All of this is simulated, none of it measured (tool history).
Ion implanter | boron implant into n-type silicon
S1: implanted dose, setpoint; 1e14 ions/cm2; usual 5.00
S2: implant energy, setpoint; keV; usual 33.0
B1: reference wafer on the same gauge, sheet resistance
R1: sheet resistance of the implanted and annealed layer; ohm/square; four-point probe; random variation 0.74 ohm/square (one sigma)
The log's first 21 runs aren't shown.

run	hour	S1	S2	B1	R1
22	536.3	3.77	22.5	235.05	282.71
23	556.8	5.00	25.0	234.93	225.58
24	579.1	4.37	24.5	234.88	251.72
# hour 606.8: extraction supply calibrated
25	611.1	5.00	33.0	235.11	220.44
26	646.2	5.00	33.0	235.06	222.52
27	662.1	5.00	33.0	234.79	222.43
28	693.6	5.00	33.0	234.97	223.18
29	714.9	5.00	33.0	235.12	222.72
30	741.4	4.19	41.0	234.98	251.86
31	761.7	5.54	36.5	234.97	204.61
32	794.0	3.99	28.0	234.99	268.38
33	810.4	5.00	39.5	234.96	220.08
34	865.2	3.83	26.0	235.07	280.40
35	917.7	5.45	30.0	234.81	212.05
36	947.5	5.55	25.5	234.92	211.10

Forecast each of these 5 alternatives for the next run:
A	947.9	5.00	43.5	?	?
B	947.9	5.95	37.5	?	?
C	947.9	6.27	40.0	?	?
D	947.9	5.71	30.0	?	?
E	947.9	4.31	38.0	?	?

run	B1	R1
A	234.90	220.72
B	234.90	194.48
C	234.90	185.90
D	234.90	203.65
E	234.90	249.61
Without the tool's hidden state the same runs would have given:
run	R1
A	212.89
B	187.30
C	179.03
D	196.08
E	240.81
